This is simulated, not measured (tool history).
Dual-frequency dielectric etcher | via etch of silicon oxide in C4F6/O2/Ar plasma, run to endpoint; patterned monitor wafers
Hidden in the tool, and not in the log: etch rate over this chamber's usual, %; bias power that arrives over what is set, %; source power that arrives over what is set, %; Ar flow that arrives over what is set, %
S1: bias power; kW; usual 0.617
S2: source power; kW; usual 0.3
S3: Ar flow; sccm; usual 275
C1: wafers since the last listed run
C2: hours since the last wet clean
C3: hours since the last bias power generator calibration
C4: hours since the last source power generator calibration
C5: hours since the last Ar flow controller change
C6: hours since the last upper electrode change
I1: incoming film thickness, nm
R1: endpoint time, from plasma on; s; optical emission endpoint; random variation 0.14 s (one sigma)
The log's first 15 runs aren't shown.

run     day     S1    S2   S3   C1     C2      C3      C4      C5      C6     I1    R1
 16  54.804  0.617   0.3  275  903  370.9  2705.9  1866.8   457.2     722  101.8  22.8
     58.358  -- source power generator calibrated
 17  58.388  0.724  0.34  319  699  456.9  2791.9     0.7   543.2     808  103.3  21.6
 18  61.558  0.617   0.3  275  648    533    2868    76.8   619.3   884.1  103.9  23.8
     62.833  -- wet clean of the chamber
 19  65.058  0.727   0.3  321  511   53.4    2952   160.8   703.3   968.1  103.5  21.5
     65.279  -- bias power generator calibrated
 20   67.75  0.769  0.26  275  516    118    59.3   225.4   767.9  1032.7  102.3  21.5
 21  70.383  0.617   0.3  275  538  181.2   122.5   288.6   831.1  1095.9  101.5  22.3
 22  71.983  0.617  0.38  275  327  219.6   160.9     327   869.5  1134.3  102.9  21.6
 23  74.975  0.557   0.3  275  612  291.4   232.7   398.8   941.3  1206.1    103  23.3
 24  78.196  0.617  0.35  275  659  368.7     310   476.1  1018.6  1283.4  102.4  21.9
 25  81.621  0.617   0.3  275  700  450.9   392.2   558.3  1100.8  1365.6  102.9    23
     83.579  -- wet clean of the chamber
 26  85.617  0.524  0.38  252  613   48.9   488.1   654.2  1196.7  1461.5  101.6  21.9
 27   88.35  0.617  0.23  275  559  114.5   553.7   719.8  1262.3  1527.1  102.2  23.6
 28  91.217  0.617   0.3  234  586  183.3   622.5   788.6  1331.1  1595.9  102.2    22
 29  93.688  0.617  0.33  231  505  242.6   681.8   847.9  1390.4  1655.2  102.3    22
 30  97.967  0.482  0.34  223  875  345.3   784.5   950.6  1493.1  1757.9  102.7  23.5

Forecast each of these 3 alternatives for the next run:
  A  97.983  0.617   0.3  275   3  345.7  784.9  951  1493.5  1758.3  102.9   ?
  B  97.983   0.69   0.3  256   3  345.7  784.9  951  1493.5  1758.3  102.9   ?
  C  97.983  0.659  0.37  309   3  345.7  784.9  951  1493.5  1758.3  102.9   ?

run    R1
  A  22.9
  B    22
  C  21.6
Without the tool's hidden state the same runs would have given:
run    R1
  A  22.2
  B  21.3
  C    21

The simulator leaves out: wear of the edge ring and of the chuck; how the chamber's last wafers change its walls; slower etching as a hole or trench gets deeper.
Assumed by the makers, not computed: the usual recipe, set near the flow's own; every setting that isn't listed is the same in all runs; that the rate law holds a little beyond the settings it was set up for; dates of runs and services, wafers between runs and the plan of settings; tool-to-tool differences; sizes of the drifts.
